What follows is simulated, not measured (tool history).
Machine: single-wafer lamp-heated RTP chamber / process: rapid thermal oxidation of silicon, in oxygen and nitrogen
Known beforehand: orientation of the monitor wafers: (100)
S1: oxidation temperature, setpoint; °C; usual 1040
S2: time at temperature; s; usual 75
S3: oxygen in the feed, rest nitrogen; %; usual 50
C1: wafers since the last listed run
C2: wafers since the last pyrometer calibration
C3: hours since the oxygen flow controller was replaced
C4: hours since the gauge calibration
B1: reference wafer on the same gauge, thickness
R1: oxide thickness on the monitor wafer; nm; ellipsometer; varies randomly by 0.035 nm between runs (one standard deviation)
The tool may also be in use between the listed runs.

| run | hour | S1 | S2 | S3 | C1 | C2 | C3 | C4 | B1 | R1 |
|---|---|---|---|---|---|---|---|---|---|---|
| 1 | 0.0 | 1040 | 75 | 50 | 0 | 4009 | 4940.1 | 691.4 | 5.621 | 7.155 |
|  | 45.1 | pyrometer window cleaned and pyrometer calibrated |
| 2 | 45.6 | 1040 | 75 | 50 | 432 | 6 | 4985.7 | 737.0 | 5.620 | 6.988 |
| 3 | 88.4 | 1040 | 75 | 50 | 492 | 498 | 5028.5 | 779.8 | 5.614 | 7.010 |
| 4 | 225.1 | 1040 | 75 | 50 | 1571 | 2069 | 5165.2 | 916.5 | 5.621 | 7.099 |
|  | 263.1 | oxygen flow controller replaced |
| 5 | 267.5 | 1040 | 75 | 50 | 395 | 2465 | 4.4 | 958.9 | 5.607 | 7.156 |
| 6 | 331.4 | 1040 | 75 | 50 | 734 | 3199 | 68.3 | 1022.8 | 5.618 | 7.169 |
|  | 352.9 | gauge calibrated |
| 7 | 381.7 | 1025 | 85 | 50 | 578 | 3778 | 118.6 | 28.8 | 5.616 | 6.736 |

Predict the results of run 8:
|  | 420.2 | pyrometer window cleaned and pyrometer calibrated |
| 8 | 560.0 | 1069 | 90 | 58 | 1957 | 1607 | 296.9 | 207.1 | ? | ? |

Logged for run 8: B1 5.618, R1 10.474 nm.
On a tool with no hidden condition, and with the same random variation, this run would have come out at R1 9.637 nm.

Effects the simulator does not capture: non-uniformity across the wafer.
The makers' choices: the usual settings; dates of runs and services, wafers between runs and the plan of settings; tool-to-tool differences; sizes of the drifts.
